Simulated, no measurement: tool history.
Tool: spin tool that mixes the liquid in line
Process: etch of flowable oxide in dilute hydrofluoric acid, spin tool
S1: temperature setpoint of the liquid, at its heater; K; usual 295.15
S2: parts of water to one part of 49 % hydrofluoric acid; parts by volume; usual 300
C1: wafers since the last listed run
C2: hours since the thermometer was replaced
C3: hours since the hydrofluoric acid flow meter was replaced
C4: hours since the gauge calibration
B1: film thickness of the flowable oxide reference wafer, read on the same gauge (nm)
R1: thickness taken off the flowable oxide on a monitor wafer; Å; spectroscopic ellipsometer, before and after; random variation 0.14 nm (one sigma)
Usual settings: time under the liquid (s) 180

{"run": 1, "day": 0.0, "S1": 295.15, "S2": 300, "time under the liquid (s)": 180, "C1": 0, "C2": 1306.7, "C3": 1115.5, "C4": 533.8, "B1": 40.69, "R1": 183.3}
{"run": 2, "day": 3.929, "S1": 295.15, "S2": 300, "time under the liquid (s)": 180, "C1": 538, "C2": 1401, "C3": 1209.8, "C4": 628.1, "B1": 40.78, "R1": 185.2}
{"run": 3, "day": 7.579, "S1": 295.15, "S2": 300, "time under the liquid (s)": 180, "C1": 500, "C2": 1488.6, "C3": 1297.4, "C4": 715.7, "B1": 40.85, "R1": 188.3}
{"run": 4, "day": 10.842, "S1": 295.15, "S2": 300, "time under the liquid (s)": 180, "C1": 446, "C2": 1566.9, "C3": 1375.7, "C4": 794, "B1": 40.92, "R1": 183.7}
{"run": 5, "day": 23.425, "S1": 295.15, "S2": 300, "time under the liquid (s)": 180, "C1": 1723, "C2": 1868.9, "C3": 1677.7, "C4": 1096, "B1": 41.1, "R1": 187.4}
{"run": 6, "day": 25.412, "S1": 295.15, "S2": 300, "time under the liquid (s)": 180, "C1": 272, "C2": 1916.6, "C3": 1725.4, "C4": 1143.7, "B1": 41.05, "R1": 185.2}
{"run": 7, "day": 27.925, "S1": 295.15, "S2": 300, "time under the liquid (s)": 180, "C1": 344, "C2": 1976.9, "C3": 1785.7, "C4": 1204, "B1": 41.14, "R1": 187.5}
{"day": 29.375, "done": "thermometer replaced"}
{"run": 8, "day": 30.125, "S1": 296.65, "S2": 300, "time under the liquid (s)": 130, "C1": 295, "C2": 18, "C3": 1838.5, "C4": 1256.8, "B1": 41.1, "R1": 142.1}
{"run": 9, "day": 33.983, "S1": 296.65, "S2": 300, "time under the liquid (s)": 130, "C1": 528, "C2": 110.6, "C3": 1931.1, "C4": 1349.4, "B1": 41.17, "R1": 140.4}
{"day": 36.671, "done": "hydrofluoric acid flow meter replaced"}
{"run": 10, "day": 38.104, "S1": 296.65, "S2": 300, "time under the liquid (s)": 130, "C1": 558, "C2": 209.5, "C3": 34.4, "C4": 1448.3, "B1": 41.15, "R1": 141.5}
{"run": 11, "day": 42.517, "S1": 297.15, "S2": 300, "time under the liquid (s)": 180, "C1": 604, "C2": 315.4, "C3": 140.3, "C4": 1554.2, "B1": 41.2, "R1": 201.6}
{"day": 46.925, "done": "gauge calibrated"}
{"run": 12, "day": 46.938, "S1": 295.15, "S2": 300, "time under the liquid (s)": 180, "C1": 605, "C2": 421.5, "C3": 246.4, "C4": 0.3, "B1": 39.77, "R1": 180.7}
{"run": 13, "day": 51.017, "S1": 295.15, "S2": 300, "time under the liquid (s)": 180, "C1": 558, "C2": 519.4, "C3": 344.3, "C4": 98.2, "B1": 40, "R1": 182.7}
{"run": 14, "day": 55.079, "S1": 295.15, "S2": 300, "time under the liquid (s)": 180, "C1": 556, "C2": 616.9, "C3": 441.8, "C4": 195.7, "B1": 40.18, "R1": 180.7}
{"run": 15, "day": 58.083, "S1": 295.15, "S2": 360, "time under the liquid (s)": 105, "C1": 411, "C2": 689, "C3": 513.9, "C4": 267.8, "B1": 40.35, "R1": 84.5}
{"run": 16, "day": 62.212, "S1": 290.65, "S2": 255, "time under the liquid (s)": 120, "C1": 565, "C2": 788.1, "C3": 613, "C4": 366.9, "B1": 40.44, "R1": 127.5}
{"run": 17, "day": 65.367, "S1": 299.65, "S2": 255, "time under the liquid (s)": 235, "C1": 432, "C2": 863.8, "C3": 688.7, "C4": 442.6, "B1": 40.59, "R1": 344.6}
{"run": 18, "day": 68.704, "S1": 295.15, "S2": 300, "time under the liquid (s)": 180, "C1": 457, "C2": 943.9, "C3": 768.8, "C4": 522.7, "B1": 40.68, "R1": 183.9}
{"run": 19, "day": 70.558, "S1": 295.15, "S2": 300, "time under the liquid (s)": 275, "C1": 253, "C2": 988.4, "C3": 813.3, "C4": 567.2, "B1": 40.66, "R1": 282.2}
{"run": 20, "day": 74.592, "S1": 296.65, "S2": 370, "time under the liquid (s)": 180, "C1": 552, "C2": 1085.2, "C3": 910.1, "C4": 664, "B1": 40.83, "R1": 148.6}
{"run": 21, "day": 79.079, "S1": 295.15, "S2": 300, "time under the liquid (s)": 215, "C1": 614, "C2": 1192.9, "C3": 1017.8, "C4": 771.7, "B1": 40.85, "R1": 219.2}
{"run": 22, "day": 85.121, "S1": 291.65, "S2": 215, "time under the liquid (s)": 145, "C1": 827, "C2": 1337.9, "C3": 1162.8, "C4": 916.7, "B1": 40.92, "R1": 199.3}
{"run": 23, "day": 88.138, "S1": 291.65, "S2": 205, "time under the liquid (s)": 180, "C1": 413, "C2": 1410.3, "C3": 1235.2, "C4": 989.1, "B1": 40.97, "R1": 259}

Forecast each of these 4 alternatives for the next run:
{"run": "A", "day": 88.158, "S1": 295.15, "S2": 300, "time under the liquid (s)": 145, "C1": 2, "C2": 1410.8, "C3": 1235.7, "C4": 989.6, "B1": "?", "R1": "?"}
{"run": "B", "day": 88.158, "S1": 293.15, "S2": 370, "time under the liquid (s)": 85, "C1": 2, "C2": 1410.8, "C3": 1235.7, "C4": 989.6, "B1": "?", "R1": "?"}
{"run": "C", "day": 88.158, "S1": 293.65, "S2": 300, "time under the liquid (s)": 265, "C1": 2, "C2": 1410.8, "C3": 1235.7, "C4": 989.6, "B1": "?", "R1": "?"}
{"run": "D", "day": 88.158, "S1": 295.15, "S2": 250, "time under the liquid (s)": 100, "C1": 2, "C2": 1410.8, "C3": 1235.7, "C4": 989.6, "B1": "?", "R1": "?"}

run=A B1=40.94 R1=150.9
run=B B1=40.94 R1=62.8
run=C B1=40.94 R1=261.3
run=D B1=40.94 R1=131
Without the tool's hidden state the same runs would have given:
run=A R1=147.4
run=B R1=61.3
run=C R1=255.2
run=D R1=127.9

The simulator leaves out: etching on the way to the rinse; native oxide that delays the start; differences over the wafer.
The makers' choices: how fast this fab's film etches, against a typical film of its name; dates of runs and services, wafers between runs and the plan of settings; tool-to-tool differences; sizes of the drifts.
